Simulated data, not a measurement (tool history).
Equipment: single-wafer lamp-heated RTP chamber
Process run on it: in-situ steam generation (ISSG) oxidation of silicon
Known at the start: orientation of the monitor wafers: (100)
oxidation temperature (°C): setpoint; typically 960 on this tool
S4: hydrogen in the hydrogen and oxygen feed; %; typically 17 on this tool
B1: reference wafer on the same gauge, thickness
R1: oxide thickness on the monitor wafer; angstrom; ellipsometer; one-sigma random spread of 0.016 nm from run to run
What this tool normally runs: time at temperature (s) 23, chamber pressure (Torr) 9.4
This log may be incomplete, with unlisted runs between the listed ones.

run 1 hour=0.0 | oxidation_temperature_(°C)=960 time_at_temperature_(s)=23 chamber_pressure_(Torr)=9.4 S4=17 | B1=5.808 | R1=48.78
run 2 hour=59.5 | oxidation_temperature_(°C)=960 time_at_temperature_(s)=23 chamber_pressure_(Torr)=9.4 S4=17 | B1=5.807 | R1=48.76
-- hour=72.9 gauge calibrated
run 3 hour=83.8 | oxidation_temperature_(°C)=960 time_at_temperature_(s)=23 chamber_pressure_(Torr)=9.4 S4=17 | B1=5.813 | R1=48.81
run 4 hour=177.7 | oxidation_temperature_(°C)=960 time_at_temperature_(s)=18 chamber_pressure_(Torr)=9.4 S4=17 | B1=5.811 | R1=43.70
run 5 hour=244.8 | oxidation_temperature_(°C)=960 time_at_temperature_(s)=18 chamber_pressure_(Torr)=9.4 S4=17 | B1=5.802 | R1=43.83
run 6 hour=275.1 | oxidation_temperature_(°C)=960 time_at_temperature_(s)=18 chamber_pressure_(Torr)=9.4 S4=17 | B1=5.811 | R1=43.96
run 7 hour=301.7 | oxidation_temperature_(°C)=960 time_at_temperature_(s)=23 chamber_pressure_(Torr)=9.4 S4=17 | B1=5.811 | R1=48.60
run 8 hour=373.6 | oxidation_temperature_(°C)=960 time_at_temperature_(s)=23 chamber_pressure_(Torr)=9.4 S4=17 | B1=5.805 | R1=48.86
run 9 hour=441.5 | oxidation_temperature_(°C)=960 time_at_temperature_(s)=23 chamber_pressure_(Torr)=9.4 S4=17 | B1=5.809 | R1=49.08
run 10 hour=571.0 | oxidation_temperature_(°C)=960 time_at_temperature_(s)=29 chamber_pressure_(Torr)=8.1 S4=14 | B1=5.808 | R1=52.57
run 11 hour=596.0 | oxidation_temperature_(°C)=960 time_at_temperature_(s)=23 chamber_pressure_(Torr)=8.0 S4=17 | B1=5.815 | R1=48.78
-- hour=738.0 hydrogen flow controller replaced
run 12 hour=741.7 | oxidation_temperature_(°C)=960 time_at_temperature_(s)=29 chamber_pressure_(Torr)=10.2 S4=14 | B1=5.812 | R1=51.45
-- hour=756.0 pressure gauge zeroed
run 13 hour=802.7 | oxidation_temperature_(°C)=976 time_at_temperature_(s)=32 chamber_pressure_(Torr)=10.2 S4=13 | B1=5.808 | R1=56.51
run 14 hour=835.8 | oxidation_temperature_(°C)=960 time_at_temperature_(s)=23 chamber_pressure_(Torr)=9.4 S4=17 | B1=5.809 | R1=48.70
run 15 hour=876.6 | oxidation_temperature_(°C)=960 time_at_temperature_(s)=23 chamber_pressure_(Torr)=9.4 S4=17 | B1=5.805 | R1=48.74
run 16 hour=925.8 | oxidation_temperature_(°C)=960 time_at_temperature_(s)=23 chamber_pressure_(Torr)=9.4 S4=17 | B1=5.804 | R1=49.07
run 17 hour=1052.5 | oxidation_temperature_(°C)=960 time_at_temperature_(s)=23 chamber_pressure_(Torr)=10.2 S4=17 | B1=5.808 | R1=48.12
run 18 hour=1092.2 | oxidation_temperature_(°C)=950 time_at_temperature_(s)=23 chamber_pressure_(Torr)=9.4 S4=11 | B1=5.816 | R1=43.23
-- hour=1121.6 pyrometer window cleaned and pyrometer calibrated
run 19 hour=1122.1 | oxidation_temperature_(°C)=960 time_at_temperature_(s)=23 chamber_pressure_(Torr)=10.2 S4=17 | B1=5.808 | R1=48.06
run 20 hour=1146.1 | oxidation_temperature_(°C)=960 time_at_temperature_(s)=29 chamber_pressure_(Torr)=10.2 S4=17 | B1=5.810 | R1=53.70
run 21 hour=1215.9 | oxidation_temperature_(°C)=960 time_at_temperature_(s)=14 chamber_pressure_(Torr)=9.4 S4=11 | B1=5.812 | R1=36.07
run 22 hour=1265.3 | oxidation_temperature_(°C)=974 time_at_temperature_(s)=23 chamber_pressure_(Torr)=9.4 S4=14 | B1=5.808 | R1=49.06
run 23 hour=1296.0 | oxidation_temperature_(°C)=960 time_at_temperature_(s)=23 chamber_pressure_(Torr)=9.4 S4=17 | B1=5.814 | R1=48.40
run 24 hour=1357.4 | oxidation_temperature_(°C)=972 time_at_temperature_(s)=23 chamber_pressure_(Torr)=9.4 S4=26 | B1=5.807 | R1=55.59
run 25 hour=1386.7 | oxidation_temperature_(°C)=960 time_at_temperature_(s)=23 chamber_pressure_(Torr)=9.4 S4=20 | B1=5.811 | R1=50.29
run 26 hour=1456.6 | oxidation_temperature_(°C)=960 time_at_temperature_(s)=26 chamber_pressure_(Torr)=9.9 S4=17 | B1=5.809 | R1=50.97

Predict the results of run 27:
run 27 hour=1509.5 | oxidation_temperature_(°C)=976 time_at_temperature_(s)=23 chamber_pressure_(Torr)=10.2 S4=17 | B1=? | R1=?

Run 27 gave B1 5.813, R1 50.97 angstrom.
Minus the tool's unlogged condition, the same run would have read R1 50.97 angstrom.
